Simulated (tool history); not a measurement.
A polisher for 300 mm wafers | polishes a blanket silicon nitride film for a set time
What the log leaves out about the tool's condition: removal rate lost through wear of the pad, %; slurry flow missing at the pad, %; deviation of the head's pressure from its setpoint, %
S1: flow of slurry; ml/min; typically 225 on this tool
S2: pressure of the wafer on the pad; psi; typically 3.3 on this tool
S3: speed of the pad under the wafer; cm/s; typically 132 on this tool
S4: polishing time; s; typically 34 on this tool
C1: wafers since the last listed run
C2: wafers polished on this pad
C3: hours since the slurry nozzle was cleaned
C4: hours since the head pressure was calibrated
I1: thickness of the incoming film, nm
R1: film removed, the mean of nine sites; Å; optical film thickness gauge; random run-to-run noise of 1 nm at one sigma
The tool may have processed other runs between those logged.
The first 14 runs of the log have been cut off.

-- day=13.621 head pressure recalibrated
run 15 day=13.917 | S1=225 S2=3.3 S3=132 S4=38 | C1=195 C2=1016 C3=724.9 C4=7.1 | I1=934.5 | R1=951
run 16 day=15.217 | S1=270 S2=3.3 S3=104 S4=34 | C1=376 C2=1392 C3=756.1 C4=38.3 | I1=939.4 | R1=738
run 17 day=15.725 | S1=190 S2=2.4 S3=132 S4=43 | C1=147 C2=1540 C3=768.3 C4=50.5 | I1=911.7 | R1=765
-- day=15.875 slurry nozzle cleaned
run 18 day=16.662 | S1=225 S2=3.3 S3=132 S4=34 | C1=259 C2=1799 C3=18.9 C4=73.0 | I1=927.4 | R1=825
-- day=16.975 worn pad replaced by a new one
run 19 day=17.833 | S1=225 S2=3.3 S3=132 S4=34 | C1=290 C2=248 C3=47.0 C4=101.1 | I1=921.4 | R1=843
run 20 day=18.358 | S1=150 S2=3.3 S3=108 S4=34 | C1=152 C2=400 C3=59.6 C4=113.7 | I1=927.3 | R1=676
run 21 day=19.817 | S1=225 S2=3.3 S3=154 S4=34 | C1=422 C2=823 C3=94.6 C4=148.7 | I1=924.7 | R1=915
run 22 day=21.079 | S1=225 S2=2.8 S3=112 S4=38 | C1=365 C2=1188 C3=124.9 C4=179.0 | I1=925.3 | R1=735
run 23 day=21.962 | S1=225 S2=2.4 S3=132 S4=34 | C1=255 C2=1444 C3=146.1 C4=200.2 | I1=932.7 | R1=607
-- day=22.912 worn pad replaced by a new one
run 24 day=22.933 | S1=225 S2=2.3 S3=132 S4=34 | C1=232 C2=5 C3=169.4 C4=223.5 | I1=913.5 | R1=569
run 25 day=23.325 | S1=225 S2=3.3 S3=132 S4=34 | C1=113 C2=119 C3=178.8 C4=232.9 | I1=932.6 | R1=834
run 26 day=24.400 | S1=225 S2=3.3 S3=132 S4=43 | C1=311 C2=430 C3=204.6 C4=258.7 | I1=927.9 | R1=1042
run 27 day=25.267 | S1=225 S2=3.3 S3=132 S4=29 | C1=251 C2=681 C3=225.4 C4=279.5 | I1=928.4 | R1=715
run 28 day=25.929 | S1=225 S2=3.3 S3=106 S4=34 | C1=191 C2=873 C3=241.3 C4=295.4 | I1=926.6 | R1=732
-- day=27.225 head pressure recalibrated
run 29 day=27.396 | S1=225 S2=3.3 S3=132 S4=34 | C1=400 C2=1274 C3=276.5 C4=4.1 | I1=934.6 | R1=858
-- day=29.446 worn pad replaced by a new one
run 30 day=29.988 | S1=175 S2=3.7 S3=112 S4=34 | C1=702 C2=157 C3=338.7 C4=66.3 | I1=922.5 | R1=816

Predict each of these 5 candidate next runs independently; none follows another, all start after run 30:
run A day=30.004 | S1=270 S2=3.3 S3=132 S4=34 | C1=4 C2=162 C3=339.1 C4=66.7 | I1=915.7 | R1=?
run B day=30.004 | S1=160 S2=2.1 S3=132 S4=34 | C1=4 C2=162 C3=339.1 C4=66.7 | I1=915.7 | R1=?
run C day=30.004 | S1=225 S2=2.4 S3=152 S4=42 | C1=4 C2=162 C3=339.1 C4=66.7 | I1=915.7 | R1=?
run D day=30.004 | S1=225 S2=2.9 S3=156 S4=34 | C1=4 C2=162 C3=339.1 C4=66.7 | I1=915.7 | R1=?
run E day=30.004 | S1=225 S2=3.3 S3=88 S4=34 | C1=4 C2=162 C3=339.1 C4=66.7 | I1=915.7 | R1=?

run=A R1=848
run=B R1=500
run=C R1=817
run=D R1=813
run=E R1=648
With the hidden condition removed and each run's random variation left untouched, the same runs would have given:
run=A R1=848
run=B R1=500
run=C R1=817
run=D R1=813
run=E R1=648
